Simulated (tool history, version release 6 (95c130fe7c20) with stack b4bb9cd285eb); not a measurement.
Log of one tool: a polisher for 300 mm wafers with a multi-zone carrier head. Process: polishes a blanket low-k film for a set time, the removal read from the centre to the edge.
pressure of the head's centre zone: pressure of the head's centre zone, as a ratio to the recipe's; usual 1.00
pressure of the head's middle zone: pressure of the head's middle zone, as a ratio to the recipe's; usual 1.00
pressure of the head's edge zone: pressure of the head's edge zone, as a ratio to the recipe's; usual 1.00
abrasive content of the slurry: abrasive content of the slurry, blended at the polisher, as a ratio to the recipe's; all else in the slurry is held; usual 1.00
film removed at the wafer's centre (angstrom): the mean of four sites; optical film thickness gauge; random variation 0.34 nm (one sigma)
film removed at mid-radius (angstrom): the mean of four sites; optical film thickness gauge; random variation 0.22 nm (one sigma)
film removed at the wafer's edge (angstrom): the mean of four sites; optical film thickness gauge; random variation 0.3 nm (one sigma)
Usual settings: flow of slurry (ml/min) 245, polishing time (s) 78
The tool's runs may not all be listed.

run,hour,flow of slurry (ml/min),pressure of the head's centre zone,pressure of the head's middle zone,pressure of the head's edge zone,abrasive content of the slurry,polishing time (s),wafers since the last listed run,wafers polished on this pad,hours since the slurry nozzle was cleaned,hours since the centre zone pressure was calibrated,hours since the edge zone pressure was calibrated,hours since the carrier head's membrane was replaced,"incoming thickness of the incoming film, nm",film removed at the wafer's centre (angstrom),film removed at mid-radius (angstrom),film removed at the wafer's edge (angstrom)
1,0.0,270,1.00,1.00,0.95,1.00,78,0,1046,722.3,1036.2,997.5,1534.5,707.8,336,343,325
# hour 44.5: worn pad replaced by a new one
2,49.9,245,1.00,0.93,1.00,1.00,78,654,76,772.2,1086.1,1047.4,1584.4,706.4,325,314,333
# hour 51.7: slurry nozzle cleaned
# hour 54.5: edge zone pressure recalibrated
3,64.3,245,1.00,0.93,1.00,1.00,78,162,239,12.6,1100.5,9.8,1598.8,715.6,290,292,306
# hour 73.5: centre zone pressure recalibrated
4,74.2,245,1.00,0.93,1.00,1.00,78,112,351,22.5,0.7,19.7,1608.7,719.2,290,287,305
5,90.8,295,1.00,1.00,1.00,0.75,78,236,588,39.1,17.3,36.3,1625.3,721.7,254,263,271
6,100.8,220,1.00,1.00,1.00,1.00,78,142,731,49.1,27.3,46.3,1635.3,726.4,278,295,299
7,109.8,195,0.96,1.00,1.00,0.75,60,128,859,58.1,36.3,55.3,1644.3,717.0,164,179,186
# hour 114.9: carrier head's membrane replaced by a new one
8,118.8,245,1.00,1.00,1.00,1.00,78,57,916,67.1,45.3,64.3,3.9,723.0,295,306,308
# hour 120.3: slurry nozzle cleaned, repeated, since the last time left the tool worse
9,135.3,245,1.00,1.00,1.00,1.00,93,221,1137,15.0,61.8,80.8,20.4,723.8,417,423,414
10,146.3,290,1.00,0.95,0.90,1.10,78,156,1294,26.0,72.8,91.8,31.4,732.6,370,367,353
11,159.4,245,1.00,1.00,1.00,1.00,78,186,1481,39.1,85.9,104.9,44.5,706.1,342,354,343
# hour 163.8: worn pad replaced by a new one
12,174.9,245,1.00,1.00,1.00,1.00,78,164,158,54.6,101.4,120.4,60.0,721.1,342,355,348
13,209.2,315,1.00,1.00,0.91,1.00,88,489,647,88.9,135.7,154.7,94.3,715.1,407,413,372
14,219.7,245,0.95,1.00,1.00,0.80,78,149,797,99.4,146.2,165.2,104.8,711.9,287,311,294
15,237.2,245,0.88,1.00,1.00,0.75,71,249,1046,116.9,163.7,182.7,122.3,724.3,230,267,261
16,249.2,195,0.95,1.00,1.05,0.80,78,171,1218,128.9,175.7,194.7,134.3,726.2,277,296,299
17,263.9,245,1.00,1.00,1.00,1.00,64,209,1427,143.6,190.4,209.4,149.0,726.6,278,293,283
# hour 280.1: worn pad replaced by a new one
18,280.6,245,0.89,1.00,1.00,1.00,78,181,6,160.3,207.1,226.1,165.7,724.7,308,351,344
19,287.6,245,1.00,1.00,1.00,0.90,78,99,106,167.3,214.1,233.1,172.7,714.6,322,332,327
20,303.1,245,1.00,1.00,1.00,1.00,78,221,327,182.8,229.6,248.6,188.2,716.1,348,351,341
21,320.5,245,1.05,1.00,1.00,1.00,78,248,575,200.2,247.0,266.0,205.6,706.5,367,352,341

5 ways to go on from here, each from the tool as it stands after run 21. What would each give?
A,320.9,245,1.00,1.00,1.00,1.00,78,5,581,200.6,247.4,266.4,206.0,723.6,?,?,?
B,320.9,180,1.00,0.96,1.00,1.00,78,5,581,200.6,247.4,266.4,206.0,723.6,?,?,?
C,320.9,245,0.89,1.00,0.95,1.00,95,5,581,200.6,247.4,266.4,206.0,723.6,?,?,?
D,320.9,200,1.03,1.00,1.00,1.00,78,5,581,200.6,247.4,266.4,206.0,723.6,?,?,?
E,320.9,245,0.89,1.10,1.00,1.00,78,5,581,200.6,247.4,266.4,206.0,723.6,?,?,?

run,film removed at the wafer's centre (angstrom),film removed at mid-radius (angstrom),film removed at the wafer's edge (angstrom)
A,348,354,344
B,329,328,332
C,377,431,409
D,346,343,336
E,310,377,344
Without the tool's hidden state the same runs would have given:
run,film removed at the wafer's centre (angstrom),film removed at mid-radius (angstrom),film removed at the wafer's edge (angstrom)
A,350,356,346
B,332,330,334
C,379,434,411
D,349,345,338
E,311,379,345

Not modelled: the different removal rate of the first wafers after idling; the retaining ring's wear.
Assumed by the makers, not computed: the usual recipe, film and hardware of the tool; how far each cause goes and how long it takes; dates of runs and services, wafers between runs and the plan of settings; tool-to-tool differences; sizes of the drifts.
